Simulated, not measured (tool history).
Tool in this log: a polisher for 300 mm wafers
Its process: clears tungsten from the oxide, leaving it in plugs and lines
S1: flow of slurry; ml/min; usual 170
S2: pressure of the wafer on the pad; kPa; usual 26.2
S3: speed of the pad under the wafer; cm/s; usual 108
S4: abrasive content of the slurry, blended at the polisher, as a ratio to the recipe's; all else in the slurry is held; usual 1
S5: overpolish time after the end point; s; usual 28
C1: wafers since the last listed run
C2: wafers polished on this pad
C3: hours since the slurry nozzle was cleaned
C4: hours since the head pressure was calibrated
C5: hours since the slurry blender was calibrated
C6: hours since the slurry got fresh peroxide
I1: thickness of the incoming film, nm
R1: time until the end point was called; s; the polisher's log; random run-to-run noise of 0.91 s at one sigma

Run 1, hour 0: usual settings; C1 0; C2 97; C3 366; C4 209; C5 60.8; C6 58.2; I1 491.3. Result: R1 99.3 s.
Run 2, hour 7.1: usual settings; C1 53; C2 151; C3 373.1; C4 216.1; C5 67.9; C6 65.3; I1 493.7. Result: R1 100.5 s.
At hour 16.3: slurry tank refilled with fresh slurry and peroxide.
Run 3, hour 17.6: usual settings; C1 72; C2 224; C3 383.6; C4 226.6; C5 78.4; C6 1.3; I1 506.1. Result: R1 99.1 s.
Run 4, hour 32.5: usual settings; C1 113; C2 337; C3 398.5; C4 241.5; C5 93.3; C6 16.2; I1 492.7. Result: R1 95.9 s.
Run 5, hour 42.6: usual settings; C1 76; C2 414; C3 408.6; C4 251.6; C5 103.4; C6 26.3; I1 508.6. Result: R1 101.8 s.
Run 6, hour 51.8: usual settings; C1 69; C2 484; C3 417.8; C4 260.8; C5 112.6; C6 35.5; I1 504.2. Result: R1 100.6 s.
At hour 80.8: slurry tank refilled with fresh slurry and peroxide.
Run 7, hour 96.8: usual settings but S3 98 cm/s, S5 38 s; C1 334; C2 818; C3 462.8; C4 305.8; C5 157.6; C6 16; I1 504.6. Result: R1 109.8 s.
At hour 106.1: head pressure recalibrated.
At hour 112.6: slurry blender recalibrated.
Run 8, hour 113.1: usual settings but S3 98 cm/s, S5 38 s; C1 93; C2 912; C3 479.1; C4 7; C5 0.5; C6 32.3; I1 498.4. Result: R1 108.1 s.
Run 9, hour 118: usual settings; C1 37; C2 949; C3 484; C4 11.9; C5 5.4; C6 37.2; I1 507.9. Result: R1 100.7 s.
At hour 127.6: worn pad replaced by a new one.
Run 10, hour 128.1: usual settings but S5 34 s; C1 46; C2 3; C3 494.1; C4 22; C5 15.5; C6 47.3; I1 501.6. Result: R1 99.2 s.
Run 11, hour 133.6: usual settings but S5 34 s; C1 41; C2 45; C3 499.6; C4 27.5; C5 21; C6 52.8; I1 501.2. Result: R1 100.7 s.
At hour 149.7: slurry nozzle cleaned.
At hour 153.6: slurry tank refilled with fresh slurry and peroxide.
Run 12, hour 155.3: usual settings but S5 34 s; C1 149; C2 195; C3 5.6; C4 49.2; C5 42.7; C6 1.7; I1 505.3. Result: R1 98.4 s.
Run 13, hour 171.5: usual settings; C1 123; C2 318; C3 21.8; C4 65.4; C5 58.9; C6 17.9; I1 500.5. Result: R1 98.3 s.
Run 14, hour 178.8: usual settings; C1 55; C2 373; C3 29.1; C4 72.7; C5 66.2; C6 25.2; I1 504.6. Result: R1 101.1 s.
Run 15, hour 187.3: usual settings; C1 64; C2 438; C3 37.6; C4 81.2; C5 74.7; C6 33.7; I1 492.8. Result: R1 98.3 s.
Run 16, hour 198.9: usual settings but S1 110 ml/min, S2 33.8 kPa; C1 88; C2 526; C3 49.2; C4 92.8; C5 86.3; C6 45.3; I1 504.9. Result: R1 90.3 s.
Run 17, hour 216.1: usual settings; C1 130; C2 657; C3 66.4; C4 110; C5 103.5; C6 62.5; I1 507.3. Result: R1 102.9 s.
Run 18, hour 222.5: usual settings but S1 230 ml/min, S5 34 s; C1 48; C2 705; C3 72.8; C4 116.4; C5 109.9; C6 68.9; I1 501.1. Result: R1 99 s.
At hour 225.9: slurry tank refilled with fresh slurry and peroxide.
Run 19, hour 237.7: usual settings but S2 33.1 kPa; C1 107; C2 813; C3 88; C4 131.6; C5 125.1; C6 11.8; I1 505.7. Result: R1 87.3 s.
At hour 245.3: worn pad replaced by a new one.
Run 20, hour 254.3: usual settings but S5 23 s; C1 95; C2 68; C3 104.6; C4 148.2; C5 141.7; C6 28.4; I1 501.7. Result: R1 98.9 s.
At hour 260.6: slurry blender recalibrated.
Run 21, hour 267.4: usual settings but S1 145 ml/min; C1 84; C2 152; C3 117.7; C4 161.3; C5 6.8; C6 41.5; I1 500.1. Result: R1 102.2 s.
Run 22, hour 277.8: usual settings but S2 17.2 kPa; C1 79; C2 231; C3 128.1; C4 171.7; C5 17.2; C6 51.9; I1 499. Result: R1 128.9 s.
Run 23, hour 291.5: usual settings; C1 104; C2 335; C3 141.8; C4 185.4; C5 30.9; C6 65.6; I1 493.7. Result: R1 101 s.
At hour 301.7: slurry tank refilled with fresh slurry and peroxide.
Run 24, hour 306.2: usual settings but S2 33.8 kPa, S3 130 cm/s, S4 0.75; C1 104; C2 439; C3 156.5; C4 200.1; C5 45.6; C6 4.5; I1 503.3. Result: R1 76.4 s.
Run 25, hour 317.2: usual settings; C1 83; C2 523; C3 167.5; C4 211.1; C5 56.6; C6 15.5; I1 499. Result: R1 98.8 s.
Run 26, hour 324.5: usual settings; C1 55; C2 578; C3 174.8; C4 218.4; C5 63.9; C6 22.8; I1 488.8. Result: R1 95.4 s.
Run 27, hour 334.4: usual settings but S1 210 ml/min, S4 0.85; C1 75; C2 654; C3 184.7; C4 228.3; C5 73.8; C6 32.7; I1 498.1. Result: R1 98.5 s.

3 ways to go on from here, each from the tool as it stands after run 27. What would each give?
Run A, hour 334.9: usual settings; C1 3; C2 657; C3 185.2; C4 228.8; C5 74.3; C6 33.2; I1 498.3. Result: R1 ?.
Run B, hour 334.9: usual settings but S1 135 ml/min, S4 1.15; C1 3; C2 657; C3 185.2; C4 228.8; C5 74.3; C6 33.2; I1 498.3. Result: R1 ?.
Run C, hour 334.9: usual settings but S5 39 s; C1 3; C2 657; C3 185.2; C4 228.8; C5 74.3; C6 33.2; I1 498.3. Result: R1 ?.

run    R1
  A  98.6
  B  97.9
  C  98.6
With no hidden state in the tool, these same runs would have given:
run    R1
  A  97.1
  B  96.4
  C  97.1
